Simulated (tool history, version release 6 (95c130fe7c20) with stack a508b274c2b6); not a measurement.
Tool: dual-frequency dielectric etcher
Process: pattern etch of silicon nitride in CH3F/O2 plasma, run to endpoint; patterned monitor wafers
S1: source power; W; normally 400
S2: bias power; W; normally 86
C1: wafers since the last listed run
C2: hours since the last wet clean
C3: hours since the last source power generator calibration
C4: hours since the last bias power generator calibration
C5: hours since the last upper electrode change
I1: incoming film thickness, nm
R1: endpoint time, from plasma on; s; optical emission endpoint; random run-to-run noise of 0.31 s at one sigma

run 1 hour=0 | S1=480 S2=92 | C1=0 C2=53.2 C3=2573.9 C4=2861.4 C5=3596.9 | I1=106.2 | R1=96.6
run 2 hour=47.7 | S1=480 S2=92 | C1=418 C2=100.9 C3=2621.6 C4=2909.1 C5=3644.6 | I1=105.6 | R1=95.7
run 3 hour=112.2 | S1=480 S2=92 | C1=565 C2=165.4 C3=2686.1 C4=2973.6 C5=3709.1 | I1=105.9 | R1=96.5
run 4 hour=148.6 | S1=400 S2=86 | C1=319 C2=201.8 C3=2722.5 C4=3010 C5=3745.5 | I1=104.3 | R1=104.9
-- hour=199.5 bias power generator calibrated
run 5 hour=208.2 | S1=400 S2=86 | C1=487 C2=261.4 C3=2782.1 C4=8.7 C5=3805.1 | I1=105.9 | R1=106.9
-- hour=266.7 upper electrode replaced
run 6 hour=267.2 | S1=370 S2=86 | C1=306 C2=320.4 C3=2841.1 C4=67.7 C5=0.5 | I1=105.7 | R1=110.1
run 7 hour=297.4 | S1=400 S2=86 | C1=264 C2=350.6 C3=2871.3 C4=97.9 C5=30.7 | I1=105.8 | R1=107.5
run 8 hour=347.9 | S1=450 S2=86 | C1=442 C2=401.1 C3=2921.8 C4=148.4 C5=81.2 | I1=105.9 | R1=103.2
-- hour=366 source power generator calibrated
run 9 hour=375.1 | S1=440 S2=65 | C1=203 C2=428.3 C3=9.1 C4=175.6 C5=108.4 | I1=106.3 | R1=114.9
run 10 hour=414.2 | S1=370 S2=101 | C1=342 C2=467.4 C3=48.2 C4=214.7 C5=147.5 | I1=105.5 | R1=103.5
-- hour=450.1 wet clean of the chamber
run 11 hour=481.4 | S1=440 S2=69 | C1=378 C2=31.3 C3=115.4 C4=281.9 C5=214.7 | I1=104.9 | R1=109.1
run 12 hour=547.2 | S1=400 S2=107 | C1=577 C2=97.1 C3=181.2 C4=347.7 C5=280.5 | I1=105.6 | R1=97
run 13 hour=602.8 | S1=480 S2=64 | C1=487 C2=152.7 C3=236.8 C4=403.3 C5=336.1 | I1=106.3 | R1=110.9
run 14 hour=663.9 | S1=400 S2=86 | C1=535 C2=213.8 C3=297.9 C4=464.4 C5=397.2 | I1=105.5 | R1=106.6

Here are 3 independent what-if runs from the current tool condition. What would each one return?
run A hour=664.4 | S1=400 S2=98 | C1=4 C2=214.3 C3=298.4 C4=464.9 C5=397.7 | I1=106.9 | R1=?
run B hour=664.4 | S1=490 S2=92 | C1=4 C2=214.3 C3=298.4 C4=464.9 C5=397.7 | I1=106.9 | R1=?
run C hour=664.4 | S1=490 S2=105 | C1=4 C2=214.3 C3=298.4 C4=464.9 C5=397.7 | I1=106.9 | R1=?

run=A R1=102.1
run=B R1=97.2
run=C R1=92.4
Had the tool no hidden state, the same runs would have come out as:
run=A R1=100.6
run=B R1=95.7
run=C R1=91.1

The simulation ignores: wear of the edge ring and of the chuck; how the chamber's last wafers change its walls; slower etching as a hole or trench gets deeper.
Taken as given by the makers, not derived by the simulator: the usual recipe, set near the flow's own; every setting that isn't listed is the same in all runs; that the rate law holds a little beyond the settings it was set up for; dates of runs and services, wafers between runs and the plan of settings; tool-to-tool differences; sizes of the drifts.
